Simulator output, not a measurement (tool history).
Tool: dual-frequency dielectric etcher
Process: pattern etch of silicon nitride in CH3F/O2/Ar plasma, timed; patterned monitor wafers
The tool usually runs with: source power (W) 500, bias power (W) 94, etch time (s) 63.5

run	hour	source power (W)	bias power (W)	etch time (s)	read-back reference wafer on the same gauge, depth_nm	mean etch depth across the wafer (nm)
1	0.0	500	94	56.0	42.8	47.0
2	41.7	500	94	56.0	42.9	46.7
3	92.4	500	94	56.0	42.9	46.8
4	128.6	500	94	76.5	43.0	64.1
5	196.9	500	94	76.5	43.0	64.6
# hour 231.3: gauge calibrated
6	234.3	530	104	63.5	41.5	54.3
7	291.0	530	104	63.5	41.6	54.6
8	331.3	530	104	63.5	41.6	54.6
# hour 349.3: source power generator calibrated
9	367.5	500	94	68.5	41.6	55.6
# hour 399.8: wet clean of the chamber
10	405.0	500	94	68.5	41.7	55.4
11	437.1	450	86	63.5	41.7	48.4
12	482.3	450	86	63.5	41.7	48.6
13	548.5	570	94	49.0	41.8	42.0
14	590.3	500	83	63.5	41.8	49.5
# hour 633.6: upper electrode replaced
15	648.6	500	94	71.5	41.8	58.0
16	685.3	500	86	63.5	41.8	50.3
17	736.8	500	94	63.5	41.9	52.0
18	782.3	500	82	57.5	41.9	45.2
# hour 809.4: wet clean of the chamber
19	827.4	500	94	63.5	42.0	52.0
20	882.7	570	94	63.5	42.0	54.6
21	953.0	410	109	70.5	42.0	57.0
22	1005.6	500	94	63.5	42.1	52.1
# hour 1011.2: bias power generator calibrated
23	1068.5	500	94	71.0	42.2	58.6
24	1099.1	500	94	63.5	42.1	52.5
25	1143.6	500	94	63.5	42.2	52.3
26	1204.0	500	80	77.5	42.2	60.5
# hour 1244.9: wet clean of the chamber
27	1251.1	540	111	63.5	42.3	57.3
28	1308.4	500	94	63.5	42.3	52.4
29	1349.8	430	113	48.0	42.3	40.4
30	1384.7	500	87	57.0	42.4	45.7

Predict each of these 4 candidate next runs independently; none follows another, all start after run 30:
A	1385.1	500	94	63.5	?	?
B	1385.1	570	105	63.5	?	?
C	1385.1	500	94	55.0	?	?
D	1385.1	620	79	81.5	?	?

run	read-back reference wafer on the same gauge, depth_nm	mean etch depth across the wafer (nm)
A	42.4	52.5
B	42.4	57.0
C	42.4	45.5
D	42.4	68.4
Take away the tool's hidden state, keep each run's random variation, and the runs would have read:
run	mean etch depth across the wafer (nm)
A	51.7
B	56.2
C	44.7
D	67.3

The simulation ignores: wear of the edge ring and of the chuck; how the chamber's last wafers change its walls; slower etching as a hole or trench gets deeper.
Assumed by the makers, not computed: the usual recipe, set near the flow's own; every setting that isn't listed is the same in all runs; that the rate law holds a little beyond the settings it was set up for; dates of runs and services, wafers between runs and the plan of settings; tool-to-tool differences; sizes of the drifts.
